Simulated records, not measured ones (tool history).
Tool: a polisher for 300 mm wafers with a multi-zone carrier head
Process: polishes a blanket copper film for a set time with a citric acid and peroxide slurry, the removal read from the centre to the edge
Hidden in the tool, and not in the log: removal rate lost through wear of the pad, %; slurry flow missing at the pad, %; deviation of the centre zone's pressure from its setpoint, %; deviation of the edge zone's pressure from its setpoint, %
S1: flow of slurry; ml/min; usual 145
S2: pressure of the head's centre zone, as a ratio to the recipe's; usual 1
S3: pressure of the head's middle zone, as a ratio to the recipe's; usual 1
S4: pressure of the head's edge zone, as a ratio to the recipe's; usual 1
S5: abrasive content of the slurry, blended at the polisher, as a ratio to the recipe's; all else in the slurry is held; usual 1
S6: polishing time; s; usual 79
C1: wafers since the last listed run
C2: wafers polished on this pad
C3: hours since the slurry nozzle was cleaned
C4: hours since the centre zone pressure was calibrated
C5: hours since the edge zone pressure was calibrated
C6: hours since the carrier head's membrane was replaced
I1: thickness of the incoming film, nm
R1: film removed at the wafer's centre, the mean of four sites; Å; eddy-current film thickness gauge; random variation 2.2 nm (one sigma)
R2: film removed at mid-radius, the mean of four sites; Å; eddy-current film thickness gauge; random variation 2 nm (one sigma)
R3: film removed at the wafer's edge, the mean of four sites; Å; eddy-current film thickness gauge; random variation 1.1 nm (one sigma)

run	day	S1	S2	S3	S4	S5	S6	C1	C2	C3	C4	C5	C6	I1	R1	R2	R3
1	0	145	1	1	1	1	79	0	1051	555.1	520.2	141.5	743.9	688.1	1693	1550	1566
# day 0.267: slurry nozzle cleaned
2	13.033	145	1	1	1	1	79	1775	2826	306.4	833	454.3	1056.7	683	1713	1560	1570
# day 14.617: carrier head's membrane replaced by a new one
# day 14.667: worn pad replaced by a new one
3	14.796	145	1	1	1	1	79	205	17	348.7	875.3	496.6	4.3	684.5	1716	1542	1596
4	18.104	145	1	1	1	1	79	452	469	428.1	954.7	576	83.7	674.6	1718	1586	1593
5	20.025	145	1	1	1	1	79	262	732	474.2	1000.8	622.1	129.8	686	1728	1543	1555
# day 22.029: slurry nozzle cleaned
6	23.017	145	1	1	1	1	79	403	1135	23.7	1072.6	693.9	201.6	684.1	1739	1571	1583
# day 23.258: centre zone pressure recalibrated
7	26.838	145	1	1	1	1	79	510	1646	115.4	85.9	785.6	293.3	675.3	1567	1565	1557
8	31.279	145	1	1	1	1	61	606	2253	222	192.5	892.2	399.9	684.5	1249	1213	1201
9	32.825	145	1	1	1	1	79	211	2464	259.1	229.6	929.3	437	668	1598	1557	1575
# day 33.442: worn pad replaced by a new one
10	35.054	110	1	1.09	1	0.8	79	281	220	312.6	283.1	982.8	490.5	681	1471	1506	1460
11	38.012	145	1.06	0.92	0.97	1	79	404	624	383.6	354.1	1053.8	561.5	694.1	1708	1483	1551
12	39.567	145	1	0.9	0.94	1.25	79	212	836	420.9	391.4	1091.1	598.8	677.8	1766	1508	1643
# day 43.088: slurry nozzle cleaned
13	43.262	145	1	1	1	1	79	499	1336	4.2	480.1	1179.8	687.5	684.6	1663	1592	1571
14	46.938	115	1	0.94	1	0.9	79	502	1838	92.4	568.3	1268	775.7	672.5	1550	1385	1481
15	51.325	145	1	1	1.04	1	79	599	2437	197.7	673.6	1373.3	881	673.7	1688	1572	1620
# day 52.017: edge zone pressure recalibrated
# day 52.854: worn pad replaced by a new one
16	54.721	145	1	1.06	1	0.85	79	429	255	279.2	755.1	64.9	962.5	681.2	1622	1595	1513
# day 57.846: carrier head's membrane replaced by a new one
# day 63.675: slurry nozzle cleaned
17	66.633	145	1	1	1	1	79	1593	1848	71	1041	350.8	210.9	677.3	1731	1559	1595
# day 68.329: centre zone pressure recalibrated
# day 71.367: worn pad replaced by a new one
18	75.346	145	1.05	1	1	0.8	79	1156	543	280.1	168.4	559.9	420	684.3	1552	1468	1496
19	77.854	145	1	1	1.12	1	79	342	886	340.3	228.6	620.1	480.2	673.3	1589	1576	1703
20	80.388	145	1.04	1	1	1	79	346	1232	401.1	289.4	680.9	541	688.2	1662	1548	1593
21	83.325	145	1	1	1	1	79	401	1634	471.6	359.9	751.4	611.5	683.9	1591	1539	1584

4 ways to go on from here, each from the tool as it stands after run 21. What would each give?
A	83.346	145	1	1	1	1	79	2	1637	472.1	360.4	751.9	612	692.1	?	?	?
B	83.346	145	1	1.11	1	1	101	2	1637	472.1	360.4	751.9	612	692.1	?	?	?
C	83.346	145	1	0.91	0.88	1	56	2	1637	472.1	360.4	751.9	612	692.1	?	?	?
D	83.346	160	1.06	1.1	1.12	1	79	2	1637	472.1	360.4	751.9	612	692.1	?	?	?

run	R1	R2	R3
A	1622	1582	1576
B	2075	2210	2012
C	1149	1036	1054
D	1749	1739	1683
Without the tool's hidden state the same runs would have given:
run	R1	R2	R3
A	1565	1582	1576
B	2002	2211	2012
C	1109	1037	1054
D	1688	1740	1683

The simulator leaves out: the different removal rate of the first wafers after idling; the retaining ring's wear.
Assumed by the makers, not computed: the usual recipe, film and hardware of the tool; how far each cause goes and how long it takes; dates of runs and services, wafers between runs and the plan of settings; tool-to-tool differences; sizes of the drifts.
